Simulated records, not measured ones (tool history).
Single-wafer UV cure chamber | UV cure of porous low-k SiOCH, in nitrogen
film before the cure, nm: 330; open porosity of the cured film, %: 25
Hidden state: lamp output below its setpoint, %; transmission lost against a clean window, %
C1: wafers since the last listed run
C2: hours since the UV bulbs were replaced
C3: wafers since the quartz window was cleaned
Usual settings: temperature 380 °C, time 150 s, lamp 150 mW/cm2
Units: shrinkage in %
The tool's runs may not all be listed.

run 1 hour=0.0 | temperature=380 time=195 lamp=173 | C1=0 C2=1099.5 C3=1026 | shrinkage=13.653
run 2 hour=87.7 | temperature=380 time=195 lamp=173 | C1=351 C2=1187.2 C3=1378 | shrinkage=13.713
-- hour=123.2 quartz window cleaned
run 3 hour=165.3 | temperature=380 time=195 lamp=173 | C1=279 C2=1264.8 C3=168 | shrinkage=13.358
run 4 hour=223.3 | temperature=380 time=125 lamp=182 | C1=232 C2=1322.8 C3=401 | shrinkage=11.235
run 5 hour=325.8 | temperature=380 time=125 lamp=182 | C1=411 C2=1425.3 C3=812 | shrinkage=11.133
run 6 hour=371.5 | temperature=380 time=125 lamp=182 | C1=183 C2=1471.0 C3=996 | shrinkage=11.349
-- hour=435.9 quartz window cleaned
run 7 hour=447.6 | temperature=380 time=150 lamp=166 | C1=273 C2=1547.1 C3=47 | shrinkage=11.510
run 8 hour=511.7 | temperature=380 time=125 lamp=182 | C1=257 C2=1611.2 C3=304 | shrinkage=11.056
run 9 hour=590.4 | temperature=380 time=100 lamp=173 | C1=315 C2=1689.9 C3=619 | shrinkage=9.713
run 10 hour=658.0 | temperature=391 time=70 lamp=167 | C1=271 C2=1757.5 C3=890 | shrinkage=7.987
run 11 hour=762.0 | temperature=369 time=115 lamp=150 | C1=417 C2=1861.5 C3=1308 | shrinkage=9.339
-- hour=801.8 quartz window cleaned
-- hour=825.9 UV bulbs replaced
run 12 hour=863.1 | temperature=371 time=90 lamp=180 | C1=341 C2=37.2 C3=213 | shrinkage=11.083
run 13 hour=935.4 | temperature=380 time=115 lamp=167 | C1=289 C2=109.5 C3=503 | shrinkage=12.099
run 14 hour=1035.0 | temperature=380 time=150 lamp=150 | C1=399 C2=209.1 C3=903 | shrinkage=12.732
run 15 hour=1080.0 | temperature=370 time=75 lamp=124 | C1=180 C2=254.1 C3=1083 | shrinkage=8.267

3 ways to go on from here, each from the tool as it stands after run 15. What would each give?
run A hour=1080.5 | temperature=380 time=150 lamp=150 | C1=2 C2=254.6 C3=1085 | shrinkage=?
run B hour=1080.5 | temperature=400 time=175 lamp=150 | C1=2 C2=254.6 C3=1085 | shrinkage=?
run C hour=1080.5 | temperature=380 time=125 lamp=190 | C1=2 C2=254.6 C3=1085 | shrinkage=?

run=A shrinkage=12.658
run=B shrinkage=13.842
run=C shrinkage=12.930
Without the tool's hidden state the same runs would have given:
run=A shrinkage=12.980
run=B shrinkage=14.171
run=C shrinkage=13.253
